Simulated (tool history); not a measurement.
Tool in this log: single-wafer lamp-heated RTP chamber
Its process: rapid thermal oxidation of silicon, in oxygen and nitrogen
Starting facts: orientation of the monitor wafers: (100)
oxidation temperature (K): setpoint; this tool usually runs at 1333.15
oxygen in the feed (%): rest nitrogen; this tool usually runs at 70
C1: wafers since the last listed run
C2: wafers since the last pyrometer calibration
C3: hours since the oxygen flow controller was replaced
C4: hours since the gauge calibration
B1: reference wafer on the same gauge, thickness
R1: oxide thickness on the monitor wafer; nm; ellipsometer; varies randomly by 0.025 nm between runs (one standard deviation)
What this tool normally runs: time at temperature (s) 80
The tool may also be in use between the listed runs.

Run 1, hour 0: usual settings but oxygen in the feed (%) 82; C1 0; C2 3396; C3 7158.8; C4 186.7; B1 9.615. Result: R1 9.379 nm.
Run 2, hour 12.6: usual settings but oxygen in the feed (%) 82; C1 123; C2 3520; C3 7171.4; C4 199.3; B1 9.612. Result: R1 9.352 nm.
Run 3, hour 40.3: usual settings; C1 271; C2 3791; C3 7199.1; C4 227; B1 9.608. Result: R1 8.855 nm.
Run 4, hour 60.2: usual settings but time at temperature (s) 101; C1 194; C2 3986; C3 7219; C4 246.9; B1 9.605. Result: R1 9.895 nm.
At hour 73.4: pyrometer window cleaned and pyrometer calibrated.
Run 5, hour 85.6: usual settings but time at temperature (s) 101; C1 170; C2 119; C3 7244.4; C4 272.3; B1 9.61. Result: R1 9.886 nm.
Run 6, hour 114.9: usual settings but time at temperature (s) 101; C1 286; C2 406; C3 7273.7; C4 301.6; B1 9.609. Result: R1 9.933 nm.
Run 7, hour 139.5: usual settings but oxidation temperature (K) 1349.15, time at temperature (s) 93; C1 240; C2 646; C3 7298.3; C4 326.2; B1 9.61. Result: R1 10.608 nm.
Run 8, hour 156.6: usual settings but oxygen in the feed (%) 89; C1 167; C2 814; C3 7315.4; C4 343.3; B1 9.606. Result: R1 9.676 nm.
Run 9, hour 183.3: usual settings but oxygen in the feed (%) 89; C1 261; C2 1075; C3 7342.1; C4 370; B1 9.608. Result: R1 9.723 nm.
Run 10, hour 213.7: usual settings but oxygen in the feed (%) 89; C1 297; C2 1373; C3 7372.5; C4 400.4; B1 9.61. Result: R1 9.69 nm.
Run 11, hour 233.9: usual settings but time at temperature (s) 89; C1 197; C2 1571; C3 7392.7; C4 420.6; B1 9.609. Result: R1 9.294 nm.
Run 12, hour 251.7: usual settings but time at temperature (s) 89; C1 174; C2 1745; C3 7410.5; C4 438.4; B1 9.612. Result: R1 9.304 nm.
Run 13, hour 264.3: usual settings; C1 123; C2 1869; C3 7423.1; C4 451; B1 9.614. Result: R1 8.875 nm.
At hour 280: oxygen flow controller replaced.
Run 14, hour 293.3: usual settings; C1 205; C2 2074; C3 13.3; C4 480; B1 9.612. Result: R1 8.909 nm.
Run 15, hour 319.3: usual settings; C1 254; C2 2329; C3 39.3; C4 506; B1 9.612. Result: R1 8.819 nm.
Run 16, hour 404.1: usual settings but oxidation temperature (K) 1357.15, oxygen in the feed (%) 47; C1 830; C2 3159; C3 124.1; C4 590.8; B1 9.61. Result: R1 9.034 nm.
At hour 405.2: gauge calibrated.
Run 17, hour 422.9: usual settings but oxidation temperature (K) 1357.15, oxygen in the feed (%) 47; C1 184; C2 3343; C3 142.9; C4 17.7; B1 9.614. Result: R1 8.999 nm.
Run 18, hour 445.4: usual settings; C1 220; C2 3564; C3 165.4; C4 40.2; B1 9.614. Result: R1 8.904 nm.
Run 19, hour 479: usual settings; C1 329; C2 3893; C3 199; C4 73.8; B1 9.613. Result: R1 8.899 nm.
At hour 489.9: pyrometer window cleaned and pyrometer calibrated.
Run 20, hour 503.1: usual settings but time at temperature (s) 42, oxygen in the feed (%) 42; C1 157; C2 129; C3 223.1; C4 97.9; B1 9.608. Result: R1 5.585 nm.
Run 21, hour 527.3: usual settings but oxidation temperature (K) 1341.15, time at temperature (s) 117, oxygen in the feed (%) 78; C1 236; C2 366; C3 247.3; C4 122.1; B1 9.61. Result: R1 11.566 nm.
Run 22, hour 554.9: usual settings but time at temperature (s) 43; C1 270; C2 636; C3 274.9; C4 149.7; B1 9.611. Result: R1 6.761 nm.
Run 23, hour 582.7: usual settings; C1 272; C2 908; C3 302.7; C4 177.5; B1 9.606. Result: R1 8.854 nm.
Run 24, hour 615.7: usual settings but oxidation temperature (K) 1304.15; C1 323; C2 1232; C3 335.7; C4 210.5; B1 9.609. Result: R1 7.297 nm.
Run 25, hour 647.3: usual settings but time at temperature (s) 97, oxygen in the feed (%) 48; C1 309; C2 1541; C3 367.3; C4 242.1; B1 9.615. Result: R1 8.446 nm.
Run 26, hour 678: usual settings; C1 300; C2 1842; C3 398; C4 272.8; B1 9.611. Result: R1 8.902 nm.

Run 27 is up next; what results do you expect?
Run 27, hour 695.8: usual settings but oxidation temperature (K) 1303.15, oxygen in the feed (%) 49; C1 174; C2 2016; C3 415.8; C4 290.6; B1 ?. Result: R1 ?.

B1: 9.613
R1: 6.358 nm
With the hidden condition absent and the run-to-run variation left alone, this run would have shown R1 6.358 nm.
